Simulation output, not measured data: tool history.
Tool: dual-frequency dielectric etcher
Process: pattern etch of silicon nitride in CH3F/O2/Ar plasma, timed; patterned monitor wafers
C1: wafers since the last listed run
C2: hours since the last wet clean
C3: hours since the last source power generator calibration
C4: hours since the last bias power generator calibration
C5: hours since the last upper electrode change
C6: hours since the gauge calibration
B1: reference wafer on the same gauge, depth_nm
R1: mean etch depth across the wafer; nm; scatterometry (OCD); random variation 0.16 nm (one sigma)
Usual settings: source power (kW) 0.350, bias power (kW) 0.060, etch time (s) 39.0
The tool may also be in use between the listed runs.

run 1 hour=0.0 | source_power_(kW)=0.350 bias_power_(kW)=0.060 etch_time_(s)=39.0 | C1=0 C2=386.9 C3=1930.8 C4=1331.3 C5=3425.4 C6=479.5 | B1=21.48 | R1=23.20
run 2 hour=64.0 | source_power_(kW)=0.350 bias_power_(kW)=0.060 etch_time_(s)=39.0 | C1=689 C2=450.9 C3=1994.8 C4=1395.3 C5=3489.4 C6=543.5 | B1=21.55 | R1=23.16
run 3 hour=125.8 | source_power_(kW)=0.350 bias_power_(kW)=0.060 etch_time_(s)=34.0 | C1=665 C2=512.7 C3=2056.6 C4=1457.1 C5=3551.2 C6=605.3 | B1=21.56 | R1=19.80
-- hour=165.5 wet clean of the chamber
run 4 hour=222.3 | source_power_(kW)=0.350 bias_power_(kW)=0.060 etch_time_(s)=39.0 | C1=780 C2=56.8 C3=2153.1 C4=1553.6 C5=3647.7 C6=701.8 | B1=21.46 | R1=23.80
run 5 hour=319.2 | source_power_(kW)=0.350 bias_power_(kW)=0.060 etch_time_(s)=39.0 | C1=1043 C2=153.7 C3=2250.0 C4=1650.5 C5=3744.6 C6=798.7 | B1=21.52 | R1=23.75
run 6 hour=395.1 | source_power_(kW)=0.350 bias_power_(kW)=0.060 etch_time_(s)=39.0 | C1=817 C2=229.6 C3=2325.9 C4=1726.4 C5=3820.5 C6=874.6 | B1=21.44 | R1=23.32
run 7 hour=446.3 | source_power_(kW)=0.350 bias_power_(kW)=0.060 etch_time_(s)=39.0 | C1=551 C2=280.8 C3=2377.1 C4=1777.6 C5=3871.7 C6=925.8 | B1=21.48 | R1=23.13
-- hour=511.4 upper electrode replaced
run 8 hour=511.9 | source_power_(kW)=0.350 bias_power_(kW)=0.060 etch_time_(s)=39.0 | C1=448 C2=346.4 C3=2442.7 C4=1843.2 C5=0.5 C6=991.4 | B1=21.47 | R1=23.66
run 9 hour=565.1 | source_power_(kW)=0.350 bias_power_(kW)=0.060 etch_time_(s)=39.0 | C1=573 C2=399.6 C3=2495.9 C4=1896.4 C5=53.7 C6=1044.6 | B1=21.51 | R1=23.27
-- hour=629.8 wet clean of the chamber
run 10 hour=631.7 | source_power_(kW)=0.350 bias_power_(kW)=0.073 etch_time_(s)=35.0 | C1=458 C2=1.9 C3=2562.5 C4=1963.0 C5=120.3 C6=1111.2 | B1=21.49 | R1=21.76
-- hour=677.5 bias power generator calibrated
run 11 hour=681.3 | source_power_(kW)=0.350 bias_power_(kW)=0.046 etch_time_(s)=28.5 | C1=491 C2=51.5 C3=2612.1 C4=3.8 C5=169.9 C6=1160.8 | B1=21.48 | R1=14.76
run 12 hour=731.1 | source_power_(kW)=0.350 bias_power_(kW)=0.072 etch_time_(s)=44.5 | C1=536 C2=101.3 C3=2661.9 C4=53.6 C5=219.7 C6=1210.6 | B1=21.47 | R1=27.47
run 13 hour=769.3 | source_power_(kW)=0.350 bias_power_(kW)=0.066 etch_time_(s)=50.5 | C1=411 C2=139.5 C3=2700.1 C4=91.8 C5=257.9 C6=1248.8 | B1=21.49 | R1=29.93
-- hour=798.2 source power generator calibrated
run 14 hour=809.9 | source_power_(kW)=0.350 bias_power_(kW)=0.060 etch_time_(s)=39.0 | C1=394 C2=180.1 C3=11.7 C4=132.4 C5=298.5 C6=1289.4 | B1=21.50 | R1=22.18
run 15 hour=874.1 | source_power_(kW)=0.390 bias_power_(kW)=0.060 etch_time_(s)=28.0 | C1=691 C2=244.3 C3=75.9 C4=196.6 C5=362.7 C6=1353.6 | B1=21.51 | R1=16.65
-- hour=904.0 gauge calibrated
-- hour=930.0 wet clean of the chamber, repeated, since the last time left the tool worse
run 16 hour=961.7 | source_power_(kW)=0.430 bias_power_(kW)=0.065 etch_time_(s)=46.0 | C1=685 C2=31.7 C3=163.5 C4=284.2 C5=450.3 C6=57.7 | B1=21.43 | R1=31.22
run 17 hour=1037.9 | source_power_(kW)=0.350 bias_power_(kW)=0.060 etch_time_(s)=39.0 | C1=820 C2=107.9 C3=239.7 C4=360.4 C5=526.5 C6=133.9 | B1=21.53 | R1=23.26
run 18 hour=1165.5 | source_power_(kW)=0.350 bias_power_(kW)=0.060 etch_time_(s)=44.5 | C1=1374 C2=235.5 C3=367.3 C4=488.0 C5=654.1 C6=261.5 | B1=21.55 | R1=26.45
run 19 hour=1233.8 | source_power_(kW)=0.350 bias_power_(kW)=0.066 etch_time_(s)=50.5 | C1=735 C2=303.8 C3=435.6 C4=556.3 C5=722.4 C6=329.8 | B1=21.45 | R1=31.30

3 ways to go on from here, each from the tool as it stands after run 19. What would each give?
run A hour=1234.2 | source_power_(kW)=0.350 bias_power_(kW)=0.060 etch_time_(s)=47.0 | C1=4 C2=304.2 C3=436.0 C4=556.7 C5=722.8 C6=330.2 | B1=? | R1=?
run B hour=1234.2 | source_power_(kW)=0.350 bias_power_(kW)=0.060 etch_time_(s)=42.5 | C1=4 C2=304.2 C3=436.0 C4=556.7 C5=722.8 C6=330.2 | B1=? | R1=?
run C hour=1234.2 | source_power_(kW)=0.420 bias_power_(kW)=0.065 etch_time_(s)=39.0 | C1=4 C2=304.2 C3=436.0 C4=556.7 C5=722.8 C6=330.2 | B1=? | R1=?

run=A B1=21.53 R1=27.69
run=B B1=21.53 R1=25.04
run=C B1=21.53 R1=25.44
Without the tool's hidden state the same runs would have given:
run=A R1=28.31
run=B R1=25.60
run=C R1=26.01
